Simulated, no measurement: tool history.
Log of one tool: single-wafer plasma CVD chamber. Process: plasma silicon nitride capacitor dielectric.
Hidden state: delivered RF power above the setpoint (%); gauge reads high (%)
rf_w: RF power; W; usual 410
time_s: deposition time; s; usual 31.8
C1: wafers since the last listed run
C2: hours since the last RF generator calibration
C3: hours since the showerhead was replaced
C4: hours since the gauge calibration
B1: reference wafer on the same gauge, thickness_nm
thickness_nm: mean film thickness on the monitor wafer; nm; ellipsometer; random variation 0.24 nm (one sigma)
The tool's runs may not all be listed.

run 1 hour=0 | rf_w=440 time_s=31.8 | C1=0 C2=1542 C3=5201.4 C4=13.4 | B1=44.313 | thickness_nm=44.744
run 2 hour=9 | rf_w=385 time_s=36.1 | C1=258 C2=1551 C3=5210.4 C4=22.4 | B1=44.37 | thickness_nm=49.023
run 3 hour=18.1 | rf_w=410 time_s=27.8 | C1=261 C2=1560.1 C3=5219.5 C4=31.5 | B1=44.232 | thickness_nm=38.31
run 4 hour=31.6 | rf_w=410 time_s=27.8 | C1=387 C2=1573.6 C3=5233 C4=45 | B1=44.266 | thickness_nm=38.39
run 5 hour=38.5 | rf_w=410 time_s=27.8 | C1=198 C2=1580.5 C3=5239.9 C4=51.9 | B1=44.247 | thickness_nm=37.882
run 6 hour=47.5 | rf_w=410 time_s=29.7 | C1=258 C2=1589.5 C3=5248.9 C4=60.9 | B1=44.217 | thickness_nm=40.897
run 7 hour=55.2 | rf_w=410 time_s=29.7 | C1=221 C2=1597.2 C3=5256.6 C4=68.6 | B1=44.359 | thickness_nm=41.158
run 8 hour=62 | rf_w=410 time_s=29.7 | C1=195 C2=1604 C3=5263.4 C4=75.4 | B1=44.296 | thickness_nm=41.17
run 9 hour=74.8 | rf_w=410 time_s=31.8 | C1=367 C2=1616.8 C3=5276.2 C4=88.2 | B1=44.316 | thickness_nm=43.77
run 10 hour=92.5 | rf_w=380 time_s=31.8 | C1=508 C2=1634.5 C3=5293.9 C4=105.9 | B1=44.288 | thickness_nm=43.301
run 11 hour=99.2 | rf_w=380 time_s=31.8 | C1=192 C2=1641.2 C3=5300.6 C4=112.6 | B1=44.423 | thickness_nm=42.651
run 12 hour=105.2 | rf_w=380 time_s=31.8 | C1=172 C2=1647.2 C3=5306.6 C4=118.6 | B1=44.256 | thickness_nm=43.309
run 13 hour=111.3 | rf_w=360 time_s=31.8 | C1=175 C2=1653.3 C3=5312.7 C4=124.7 | B1=44.269 | thickness_nm=41.62
run 14 hour=142 | rf_w=360 time_s=31.8 | C1=882 C2=1684 C3=5343.4 C4=155.4 | B1=44.354 | thickness_nm=42.252
run 15 hour=148.5 | rf_w=360 time_s=31.8 | C1=186 C2=1690.5 C3=5349.9 C4=161.9 | B1=44.269 | thickness_nm=42.161
run 16 hour=155.7 | rf_w=370 time_s=35.8 | C1=206 C2=1697.7 C3=5357.1 C4=169.1 | B1=44.356 | thickness_nm=47.784
run 17 hour=165.2 | rf_w=370 time_s=35.8 | C1=272 C2=1707.2 C3=5366.6 C4=178.6 | B1=44.305 | thickness_nm=48.202
run 18 hour=181.3 | rf_w=410 time_s=31.8 | C1=462 C2=1723.3 C3=5382.7 C4=194.7 | B1=44.362 | thickness_nm=43.978
run 19 hour=190.5 | rf_w=410 time_s=31.8 | C1=264 C2=1732.5 C3=5391.9 C4=203.9 | B1=44.253 | thickness_nm=43.836
run 20 hour=196.7 | rf_w=410 time_s=31.8 | C1=178 C2=1738.7 C3=5398.1 C4=210.1 | B1=44.306 | thickness_nm=43.537
run 21 hour=205 | rf_w=410 time_s=31.8 | C1=238 C2=1747 C3=5406.4 C4=218.4 | B1=44.313 | thickness_nm=43.742
run 22 hour=215.9 | rf_w=410 time_s=31.8 | C1=313 C2=1757.9 C3=5417.3 C4=229.3 | B1=44.3 | thickness_nm=44.012
run 23 hour=231.6 | rf_w=335 time_s=27.6 | C1=451 C2=1773.6 C3=5433 C4=245 | B1=44.292 | thickness_nm=35.902
run 24 hour=239.5 | rf_w=385 time_s=36.8 | C1=226 C2=1781.5 C3=5440.9 C4=252.9 | B1=44.286 | thickness_nm=49.781
run 25 hour=257.2 | rf_w=460 time_s=37.2 | C1=508 C2=1799.2 C3=5458.6 C4=270.6 | B1=44.338 | thickness_nm=52.894
run 26 hour=274.6 | rf_w=410 time_s=31.8 | C1=499 C2=1816.6 C3=5476 C4=288 | B1=44.255 | thickness_nm=43.877
-- hour=282 gauge calibrated
run 27 hour=286.2 | rf_w=355 time_s=35.2 | C1=333 C2=1828.2 C3=5487.6 C4=4.2 | B1=44.321 | thickness_nm=46.282
-- hour=329.6 showerhead replaced
run 28 hour=330.1 | rf_w=435 time_s=34.5 | C1=1031 C2=1872.1 C3=0.5 C4=48.1 | B1=44.327 | thickness_nm=48.675
run 29 hour=334.4 | rf_w=360 time_s=31.8 | C1=123 C2=1876.4 C3=4.8 C4=52.4 | B1=44.292 | thickness_nm=42.192
run 30 hour=351.9 | rf_w=485 time_s=28.4 | C1=502 C2=1893.9 C3=22.3 C4=69.9 | B1=44.3 | thickness_nm=41.012
run 31 hour=360.5 | rf_w=445 time_s=36.4 | C1=247 C2=1902.5 C3=30.9 C4=78.5 | B1=44.366 | thickness_nm=50.918
-- hour=378.5 RF generator calibrated
run 32 hour=379 | rf_w=410 time_s=31.8 | C1=301 C2=0.5 C3=49.4 C4=97 | B1=44.215 | thickness_nm=43.548
run 33 hour=384.6 | rf_w=370 time_s=36.1 | C1=160 C2=6.1 C3=55 C4=102.6 | B1=44.297 | thickness_nm=48.435
run 34 hour=394.2 | rf_w=460 time_s=35 | C1=275 C2=15.7 C3=64.6 C4=112.2 | B1=44.327 | thickness_nm=49.805
run 35 hour=400.7 | rf_w=410 time_s=31.8 | C1=186 C2=22.2 C3=71.1 C4=118.7 | B1=44.244 | thickness_nm=44.092
run 36 hour=406.9 | rf_w=385 time_s=28.7 | C1=178 C2=28.4 C3=77.3 C4=124.9 | B1=44.316 | thickness_nm=38.632
run 37 hour=415.7 | rf_w=370 time_s=31.8 | C1=252 C2=37.2 C3=86.1 C4=133.7 | B1=44.282 | thickness_nm=42.777
run 38 hour=429.7 | rf_w=480 time_s=36.3 | C1=402 C2=51.2 C3=100.1 C4=147.7 | B1=44.415 | thickness_nm=52.317
run 39 hour=437.9 | rf_w=475 time_s=31.8 | C1=235 C2=59.4 C3=108.3 C4=155.9 | B1=44.213 | thickness_nm=46.108
run 40 hour=446.6 | rf_w=385 time_s=35.7 | C1=249 C2=68.1 C3=117 C4=164.6 | B1=44.344 | thickness_nm=48.286
run 41 hour=454.7 | rf_w=410 time_s=31.8 | C1=232 C2=76.2 C3=125.1 C4=172.7 | B1=44.295 | thickness_nm=43.992
run 42 hour=472.4 | rf_w=355 time_s=31.8 | C1=508 C2=93.9 C3=142.8 C4=190.4 | B1=44.319 | thickness_nm=41.818
run 43 hour=478.9 | rf_w=410 time_s=31.8 | C1=186 C2=100.4 C3=149.3 C4=196.9 | B1=44.298 | thickness_nm=44.076

5 ways to go on from here, each from the tool as it stands after run 43. What would each give?
run A hour=479.3 | rf_w=410 time_s=31.8 | C1=11 C2=100.8 C3=149.7 C4=197.3 | B1=? | thickness_nm=?
run B hour=479.3 | rf_w=455 time_s=25.8 | C1=11 C2=100.8 C3=149.7 C4=197.3 | B1=? | thickness_nm=?
run C hour=479.3 | rf_w=460 time_s=27.6 | C1=11 C2=100.8 C3=149.7 C4=197.3 | B1=? | thickness_nm=?
run D hour=479.3 | rf_w=460 time_s=33.6 | C1=11 C2=100.8 C3=149.7 C4=197.3 | B1=? | thickness_nm=?
run E hour=479.3 | rf_w=465 time_s=35.7 | C1=11 C2=100.8 C3=149.7 C4=197.3 | B1=? | thickness_nm=?

run=A B1=44.322 thickness_nm=43.659
run=B B1=44.322 thickness_nm=36.498
run=C B1=44.322 thickness_nm=39.167
run=D B1=44.322 thickness_nm=47.682
run=E B1=44.322 thickness_nm=50.82
Without the tool's hidden state the same runs would have given:
run=A thickness_nm=43.659
run=B thickness_nm=36.498
run=C thickness_nm=39.167
run=D thickness_nm=47.682
run=E thickness_nm=50.82
